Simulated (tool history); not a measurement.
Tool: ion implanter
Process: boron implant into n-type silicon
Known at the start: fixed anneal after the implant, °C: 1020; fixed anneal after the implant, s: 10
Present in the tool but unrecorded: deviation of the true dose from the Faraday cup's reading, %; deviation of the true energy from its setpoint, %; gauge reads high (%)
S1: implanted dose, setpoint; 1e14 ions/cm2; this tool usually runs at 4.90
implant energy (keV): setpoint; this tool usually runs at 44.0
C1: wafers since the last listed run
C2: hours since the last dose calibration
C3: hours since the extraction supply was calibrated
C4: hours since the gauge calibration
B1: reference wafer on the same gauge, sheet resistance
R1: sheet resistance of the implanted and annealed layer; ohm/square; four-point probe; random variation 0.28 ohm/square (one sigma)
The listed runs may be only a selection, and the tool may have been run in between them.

run 1 hour=0.0 | S1=5.76 implant_energy_(keV)=53.5 | C1=0 C2=48.0 C3=2035.5 C4=166.6 | B1=159.99 | R1=163.46
run 2 hour=67.4 | S1=4.90 implant_energy_(keV)=56.0 | C1=1052 C2=115.4 C3=2102.9 C4=234.0 | B1=160.08 | R1=185.19
run 3 hour=90.9 | S1=4.90 implant_energy_(keV)=56.0 | C1=366 C2=138.9 C3=2126.4 C4=257.5 | B1=160.00 | R1=185.21
run 4 hour=123.3 | S1=4.90 implant_energy_(keV)=47.5 | C1=505 C2=171.3 C3=2158.8 C4=289.9 | B1=160.00 | R1=189.03
run 5 hour=150.9 | S1=4.90 implant_energy_(keV)=47.5 | C1=430 C2=198.9 C3=2186.4 C4=317.5 | B1=159.98 | R1=188.89
run 6 hour=162.9 | S1=4.90 implant_energy_(keV)=47.5 | C1=187 C2=210.9 C3=2198.4 C4=329.5 | B1=160.01 | R1=188.74
run 7 hour=191.5 | S1=4.90 implant_energy_(keV)=44.0 | C1=446 C2=239.5 C3=2227.0 C4=358.1 | B1=159.97 | R1=191.32
run 8 hour=222.1 | S1=4.90 implant_energy_(keV)=44.0 | C1=477 C2=270.1 C3=2257.6 C4=388.7 | B1=160.02 | R1=190.62
run 9 hour=238.5 | S1=4.90 implant_energy_(keV)=44.0 | C1=256 C2=286.5 C3=2274.0 C4=405.1 | B1=159.98 | R1=191.04
run 10 hour=273.7 | S1=4.90 implant_energy_(keV)=44.0 | C1=549 C2=321.7 C3=2309.2 C4=440.3 | B1=160.04 | R1=191.34
run 11 hour=304.9 | S1=4.90 implant_energy_(keV)=44.0 | C1=487 C2=352.9 C3=2340.4 C4=471.5 | B1=159.94 | R1=191.72
run 12 hour=327.9 | S1=4.90 implant_energy_(keV)=44.0 | C1=359 C2=375.9 C3=2363.4 C4=494.5 | B1=160.05 | R1=191.59
run 13 hour=343.0 | S1=4.90 implant_energy_(keV)=44.0 | C1=235 C2=391.0 C3=2378.5 C4=509.6 | B1=159.97 | R1=191.94
run 14 hour=362.9 | S1=4.90 implant_energy_(keV)=44.0 | C1=310 C2=410.9 C3=2398.4 C4=529.5 | B1=160.05 | R1=191.93
run 15 hour=376.6 | S1=3.52 implant_energy_(keV)=38.5 | C1=213 C2=424.6 C3=2412.1 C4=543.2 | B1=160.05 | R1=255.09
run 16 hour=399.5 | S1=4.90 implant_energy_(keV)=44.0 | C1=357 C2=447.5 C3=2435.0 C4=566.1 | B1=159.96 | R1=191.74
run 17 hour=418.0 | S1=5.32 implant_energy_(keV)=52.5 | C1=288 C2=466.0 C3=2453.5 C4=584.6 | B1=160.02 | R1=176.88
run 18 hour=437.6 | S1=6.05 implant_energy_(keV)=44.0 | C1=305 C2=485.6 C3=2473.1 C4=604.2 | B1=159.94 | R1=162.11
run 19 hour=461.0 | S1=4.90 implant_energy_(keV)=44.0 | C1=365 C2=509.0 C3=2496.5 C4=627.6 | B1=159.91 | R1=192.88
run 20 hour=481.5 | S1=4.90 implant_energy_(keV)=51.0 | C1=320 C2=529.5 C3=2517.0 C4=648.1 | B1=160.02 | R1=190.07
-- hour=488.5 gauge calibrated
run 21 hour=505.5 | S1=4.90 implant_energy_(keV)=35.0 | C1=374 C2=553.5 C3=2541.0 C4=17.0 | B1=159.93 | R1=197.81
-- hour=530.6 Faraday cup replaced and dose calibrated
run 22 hour=539.9 | S1=3.52 implant_energy_(keV)=54.5 | C1=412 C2=9.3 C3=2575.4 C4=51.4 | B1=159.98 | R1=241.36
run 23 hour=568.9 | S1=4.90 implant_energy_(keV)=44.0 | C1=452 C2=38.3 C3=2604.4 C4=80.4 | B1=159.93 | R1=188.80
-- hour=599.9 extraction supply calibrated
run 24 hour=600.4 | S1=4.90 implant_energy_(keV)=44.0 | C1=366 C2=69.8 C3=0.5 C4=111.9 | B1=160.00 | R1=189.15
run 25 hour=629.2 | S1=6.27 implant_energy_(keV)=37.0 | C1=449 C2=98.6 C3=29.3 C4=140.7 | B1=160.02 | R1=157.72
run 26 hour=710.9 | S1=6.18 implant_energy_(keV)=31.0 | C1=1275 C2=180.3 C3=111.0 C4=222.4 | B1=160.02 | R1=162.87
run 27 hour=731.8 | S1=5.92 implant_energy_(keV)=55.5 | C1=326 C2=201.2 C3=131.9 C4=243.3 | B1=159.96 | R1=159.65
run 28 hour=751.6 | S1=4.90 implant_energy_(keV)=44.0 | C1=309 C2=221.0 C3=151.7 C4=263.1 | B1=160.06 | R1=190.17

What differs in the tool's unlogged condition from the final listed run ahead of each entry between runs to the first listed run following it?
In the gap between runs 20 and 21: gauge calibrated (hour 488.5)
  deviation of the true dose from the Faraday cup's reading, %: -2.28 -> -2.39
  measured result minus the result with no hidden state, R1: +3.50 -> +3.87 ohm/square
In the gap between runs 21 and 22: Faraday cup replaced and dose calibrated (hour 530.6)
  deviation of the true dose from the Faraday cup's reading, %: -2.39 -> 0.178
  measured result minus the result with no hidden state, R1: +3.87 -> -0.34 ohm/square
In the gap between runs 23 and 24: extraction supply calibrated (hour 599.9)
  deviation of the true dose from the Faraday cup's reading, %: 0.0478 -> -0.0942
  measured result minus the result with no hidden state, R1: -0.07 -> +0.14 ohm/square
